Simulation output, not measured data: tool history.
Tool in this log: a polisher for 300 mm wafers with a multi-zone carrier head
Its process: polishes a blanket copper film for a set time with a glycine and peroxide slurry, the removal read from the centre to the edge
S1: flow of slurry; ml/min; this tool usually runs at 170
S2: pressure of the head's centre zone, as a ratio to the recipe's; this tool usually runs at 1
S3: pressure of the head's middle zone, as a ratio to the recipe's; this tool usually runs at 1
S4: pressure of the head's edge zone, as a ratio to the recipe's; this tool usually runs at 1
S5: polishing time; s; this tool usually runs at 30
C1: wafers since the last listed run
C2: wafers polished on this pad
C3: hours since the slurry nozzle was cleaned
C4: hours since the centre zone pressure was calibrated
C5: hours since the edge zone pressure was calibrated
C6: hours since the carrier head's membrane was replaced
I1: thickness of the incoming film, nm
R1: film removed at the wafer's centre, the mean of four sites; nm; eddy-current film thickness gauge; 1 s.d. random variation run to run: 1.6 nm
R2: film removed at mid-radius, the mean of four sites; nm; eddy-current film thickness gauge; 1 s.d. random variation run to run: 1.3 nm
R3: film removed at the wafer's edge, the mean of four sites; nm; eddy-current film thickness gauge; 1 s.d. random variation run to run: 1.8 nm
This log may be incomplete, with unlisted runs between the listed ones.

run   hour   S1    S2  S3  S4  S5   C1   C2     C3     C4     C5     C6      I1     R1     R2     R3
  1      0  170  1.06   1   1  30    0  272  411.9    683  748.1  745.4  1398.9  168.8  175.3  176.9
  2    8.4  170  1.06   1   1  30   78  351  420.3  691.4  756.5  753.8  1419.8  168.4  177.9  172.5
  3   22.4  170     1   1   1  30  130  481  434.3  705.4  770.5  767.8    1413  163.1  176.2  178.1
  4   36.6  170     1   1   1  30  132  613  448.5  719.6  784.7    782  1398.7  160.5  177.2  177.7
  5   50.3  170     1   1   1  30  127  741  462.2  733.3  798.4  795.7  1404.8  159.6  176.4  178.4
  6   57.8  170     1   1   1  30   69  810  469.7  740.8  805.9  803.2  1425.5  162.6  174.7  177.7
  7   69.3  170     1   1   1  30  107  917  481.2  752.3  817.4  814.7  1384.5  161.9  175.4  177.5
      79.5  -- worn pad replaced by a new one, of another model than before
  8     80  170     1   1   1  30   62    5  491.9    763  828.1  825.4  1388.3  161.1  176.5  178.6
  9   87.3  205  1.09   1   1  30   67   73  499.2  770.3  835.4  832.7  1411.9  178.2  182.4  181.1
 10   96.3  170     1   1   1  30   83  156  508.2  779.3  844.4  841.7  1425.8  159.7    174  174.9
 11  106.3  170     1   1   1  30   93  249  518.2  789.3  854.4  851.7  1389.4  161.3  175.7  174.6
 12  114.4  170     1   1   1  30   75  325  526.3  797.4  862.5  859.8  1416.5  160.1  173.9  177.6

What will run 13 give?
     127.5  -- centre zone pressure recalibrated
 13  130.4  170  1.06   1  0.92  30  130  455  542.3  2.9  878.5  875.8  1407.8   ?   ?   ?

{"run 13": {"R1": 186.3, "R2": 174.5, "R3": 173.1}}
Take away the tool's hidden state, keep the run-to-run variation as it was, and the same run would have given R1 186.7 nm, R2 174.5 nm, R3 173.1 nm.
